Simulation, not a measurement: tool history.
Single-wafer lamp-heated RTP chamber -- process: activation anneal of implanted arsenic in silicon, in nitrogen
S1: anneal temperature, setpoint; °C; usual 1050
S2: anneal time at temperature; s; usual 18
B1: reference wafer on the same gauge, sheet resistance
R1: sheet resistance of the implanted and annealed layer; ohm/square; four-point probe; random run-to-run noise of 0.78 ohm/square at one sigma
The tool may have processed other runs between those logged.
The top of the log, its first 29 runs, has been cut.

run,hour,S1,S2,B1,R1
30,2004.2,1067,18,166.93,166.92
31,2056.3,1050,18,167.02,171.46
32,2246.2,1050,14,166.85,173.17
33,2329.5,1041,18,166.75,171.44
# hour 2373.3: reflector plate cleaned
# hour 2379.9: pyrometer window cleaned and pyrometer calibrated
34,2400.2,1072,18,166.98,164.47
35,2507.2,1050,18,167.23,173.12
36,2557.0,1031,15,167.01,182.32
37,2632.6,1050,18,166.87,172.20

Here are 3 independent what-if runs from the current tool condition. What would each one return?
A,2633.0,1050,18,?,?
B,2633.0,1036,18,?,?
C,2633.0,1041,13,?,?

run,B1,R1
A,166.80,170.63
B,166.80,175.38
C,166.80,178.55
The same runs, with their run-to-run variation unchanged, on a tool lacking any hidden condition would have given:
run,R1
A,171.15
B,175.94
C,179.12
